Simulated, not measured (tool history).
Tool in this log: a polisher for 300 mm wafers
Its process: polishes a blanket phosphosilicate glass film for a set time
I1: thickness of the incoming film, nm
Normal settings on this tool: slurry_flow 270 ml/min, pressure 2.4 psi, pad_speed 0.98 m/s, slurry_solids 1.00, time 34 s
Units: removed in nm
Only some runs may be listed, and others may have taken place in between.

run 1 day=0.000 | slurry_flow=270 pressure=1.8 pad_speed=0.98 slurry_solids=1.00 time=34 | I1=4656.5 | removed=132.6
run 2 day=1.804 | slurry_flow=270 pressure=3.0 pad_speed=0.98 slurry_solids=1.00 time=34 | I1=4696.5 | removed=207.2
run 3 day=5.421 | slurry_flow=270 pressure=3.0 pad_speed=0.98 slurry_solids=1.00 time=34 | I1=4555.4 | removed=199.9
-- day=5.538 conditioning disc replaced and pad reconditioned
-- day=5.692 worn pad replaced by a new one
-- day=6.562 slurry blender recalibrated
run 4 day=8.671 | slurry_flow=240 pressure=2.4 pad_speed=0.98 slurry_solids=1.00 time=34 | I1=4674.3 | removed=184.8
-- day=9.825 slurry nozzle cleaned
run 5 day=11.038 | slurry_flow=270 pressure=2.4 pad_speed=0.98 slurry_solids=0.90 time=34 | I1=4658.9 | removed=178.9
run 6 day=13.554 | slurry_flow=270 pressure=2.4 pad_speed=0.98 slurry_solids=0.90 time=34 | I1=4591.9 | removed=178.7
run 7 day=16.804 | slurry_flow=270 pressure=2.0 pad_speed=0.98 slurry_solids=1.00 time=23 | I1=4597.2 | removed=101.8
-- day=20.112 head pressure recalibrated
run 8 day=24.567 | slurry_flow=180 pressure=2.4 pad_speed=0.98 slurry_solids=0.70 time=39 | I1=4620.8 | removed=170.7
-- day=25.225 worn pad replaced by a new one
run 9 day=26.508 | slurry_flow=270 pressure=2.8 pad_speed=0.98 slurry_solids=0.85 time=34 | I1=4613.0 | removed=188.2
-- day=27.442 conditioning disc replaced and pad reconditioned
run 10 day=28.879 | slurry_flow=270 pressure=2.4 pad_speed=0.98 slurry_solids=1.00 time=43 | I1=4562.7 | removed=243.5
-- day=30.712 slurry blender recalibrated
run 11 day=31.188 | slurry_flow=270 pressure=2.4 pad_speed=0.98 slurry_solids=1.00 time=34 | I1=4618.2 | removed=190.3
run 12 day=35.146 | slurry_flow=270 pressure=2.4 pad_speed=0.98 slurry_solids=1.00 time=34 | I1=4582.9 | removed=183.3
run 13 day=39.400 | slurry_flow=270 pressure=2.4 pad_speed=0.98 slurry_solids=1.15 time=34 | I1=4626.2 | removed=188.1
-- day=41.754 head pressure recalibrated
-- day=41.817 slurry nozzle cleaned
run 14 day=42.429 | slurry_flow=270 pressure=2.4 pad_speed=0.98 slurry_solids=0.80 time=30 | I1=4715.0 | removed=146.1
run 15 day=46.754 | slurry_flow=270 pressure=2.4 pad_speed=0.98 slurry_solids=0.85 time=26 | I1=4643.2 | removed=128.8
-- day=50.458 worn pad replaced by a new one
run 16 day=50.604 | slurry_flow=270 pressure=2.4 pad_speed=0.98 slurry_solids=0.75 time=34 | I1=4628.8 | removed=158.4
-- day=50.933 conditioning disc replaced and pad reconditioned
-- day=51.217 slurry blender recalibrated
run 17 day=53.250 | slurry_flow=270 pressure=2.4 pad_speed=0.98 slurry_solids=1.30 time=34 | I1=4637.8 | removed=200.3
run 18 day=57.175 | slurry_flow=270 pressure=2.4 pad_speed=0.98 slurry_solids=1.00 time=34 | I1=4588.0 | removed=183.9
run 19 day=60.233 | slurry_flow=240 pressure=2.4 pad_speed=0.98 slurry_solids=1.00 time=34 | I1=4680.5 | removed=178.1
run 20 day=63.533 | slurry_flow=270 pressure=2.4 pad_speed=0.68 slurry_solids=1.00 time=34 | I1=4687.6 | removed=137.8
-- day=64.488 head pressure recalibrated
run 21 day=65.812 | slurry_flow=220 pressure=1.7 pad_speed=0.98 slurry_solids=1.00 time=24 | I1=4618.9 | removed=86.9
run 22 day=69.729 | slurry_flow=270 pressure=2.4 pad_speed=0.98 slurry_solids=1.25 time=34 | I1=4619.5 | removed=186.6
-- day=72.167 slurry nozzle cleaned
-- day=72.579 slurry blender recalibrated
run 23 day=72.600 | slurry_flow=270 pressure=2.4 pad_speed=0.88 slurry_solids=0.70 time=38 | I1=4649.2 | removed=159.0
-- day=72.896 conditioning disc replaced and pad reconditioned
-- day=74.671 worn pad replaced by a new one
run 24 day=74.879 | slurry_flow=180 pressure=2.4 pad_speed=0.98 slurry_solids=1.15 time=34 | I1=4581.5 | removed=189.7

Here are 5 independent what-if runs from the current tool condition. What would each one return?
run A day=74.896 | slurry_flow=270 pressure=3.2 pad_speed=0.98 slurry_solids=1.00 time=34 | I1=4651.7 | removed=?
run B day=74.896 | slurry_flow=270 pressure=2.4 pad_speed=1.14 slurry_solids=1.25 time=34 | I1=4651.7 | removed=?
run C day=74.896 | slurry_flow=270 pressure=2.4 pad_speed=0.80 slurry_solids=1.00 time=34 | I1=4651.7 | removed=?
run D day=74.896 | slurry_flow=175 pressure=2.8 pad_speed=0.68 slurry_solids=1.00 time=26 | I1=4651.7 | removed=?
run E day=74.896 | slurry_flow=270 pressure=2.4 pad_speed=1.08 slurry_solids=1.00 time=34 | I1=4651.7 | removed=?

run=A removed=248.5
run=B removed=222.8
run=C removed=163.4
run=D removed=123.5
run=E removed=200.9
Without the tool's unlogged condition, the same runs would have read:
run=A removed=257.1
run=B removed=229.6
run=C removed=167.2
run=D removed=126.3
run=E removed=206.8
